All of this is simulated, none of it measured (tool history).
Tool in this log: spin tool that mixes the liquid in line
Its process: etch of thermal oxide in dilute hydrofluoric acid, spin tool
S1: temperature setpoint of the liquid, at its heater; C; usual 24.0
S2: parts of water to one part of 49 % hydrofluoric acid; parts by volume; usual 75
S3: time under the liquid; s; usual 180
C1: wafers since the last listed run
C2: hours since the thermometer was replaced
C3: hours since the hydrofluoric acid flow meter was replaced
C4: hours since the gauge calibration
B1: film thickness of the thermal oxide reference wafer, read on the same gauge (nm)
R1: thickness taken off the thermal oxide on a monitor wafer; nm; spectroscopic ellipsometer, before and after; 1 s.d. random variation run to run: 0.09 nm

run   hour    S1   S2   S3   C1     C2      C3     C4     B1     R1
  1    0.0  24.0   75  180    0  473.9  1754.9  233.8  60.02  12.65
  2   15.1  24.0   75  180   95  489.0  1770.0  248.9  60.02  12.67
  3   30.0  24.0   75  180   94  503.9  1784.9  263.8  60.00  12.53
  4   43.4  24.0   75  180   85  517.3  1798.3  277.2  60.00  12.76
  5   56.9  24.0   75  180   85  530.8  1811.8  290.7  60.01  12.62
  6   80.1  24.0  100  180  147  554.0  1835.0  313.9  59.96   9.19
  7   96.0  24.0   75  180  100  569.9  1850.9  329.8  60.00  12.72
  8  109.3  24.0   75  180   84  583.2  1864.2  343.1  60.00  12.87
  9  141.0  24.0   75  180  201  614.9  1895.9  374.8  60.01  12.86
 10  196.7  24.0   75  180  353  670.6  1951.6  430.5  60.02  12.79
 11  219.2  27.0   75  180  142  693.1  1974.1  453.0  60.00  14.76
 12  248.2  27.0   75  180  184  722.1  2003.1  482.0  60.00  14.80
     268.3  -- hydrofluoric acid flow meter replaced
 13  282.2  27.0   75  180  209  756.1    13.9  516.0  59.99  14.67
 14  307.4  24.0  100  180  160  781.3    39.1  541.2  60.00   9.44
 15  354.8  19.0   75  225  301  828.7    86.5  588.6  59.98  13.28
     357.5  -- thermometer replaced
 16  436.7  24.0   90  285  513   79.2   168.4  670.5  60.00  15.45
 17  451.9  24.0   75  180   96   94.4   183.6  685.7  60.01  12.07
 18  479.0  28.0   75  180  172  121.5   210.7  712.8  60.01  14.24
 19  514.2  19.0   75  180  223  156.7   245.9  748.0  59.98   9.95
 20  540.1  24.0   35  180  164  182.6   271.8  773.9  59.99  27.58
     560.3  -- gauge calibrated
 21  570.3  19.0   75  225  191  212.8   302.0   10.0  60.00  12.38
 22  594.7  24.0   75  225  154  237.2   326.4   34.4  60.00  15.27
 23  614.2  22.5   75  180  123  256.7   345.9   53.9  60.02  11.50
 24  676.3  24.0   75  180  394  318.8   408.0  116.0  60.03  12.26
 25  699.0  29.0   40  245  144  341.5   430.7  138.7  59.98  40.61
 26  714.6  24.0   75  115   99  357.1   446.3  154.3  60.03   7.98
 27  741.2  24.0   75  180  168  383.7   472.9  180.9  59.97  12.19

For each run, what was the tool's unlogged condition?
hydrofluoric acid flow above the setpoint (%): 0 at every run
gauge reads high (%): 0 at every run
H1: liquid hotter than its thermometer reads (K)
run     H1
  1   1.57
  2   1.61
  3   1.65
  4   1.69
  5   1.72
  6   1.79
  7   1.83
  8   1.87
  9   1.96
 10   2.11
 11   2.17
 12   2.25
 13   2.35
 14   2.42
 15   2.55
 16  0.254
 17  0.296
 18  0.371
 19  0.468
 20   0.54
 21  0.623
 22  0.691
 23  0.745
 24  0.917
 25  0.979
 26   1.02
 27    1.1
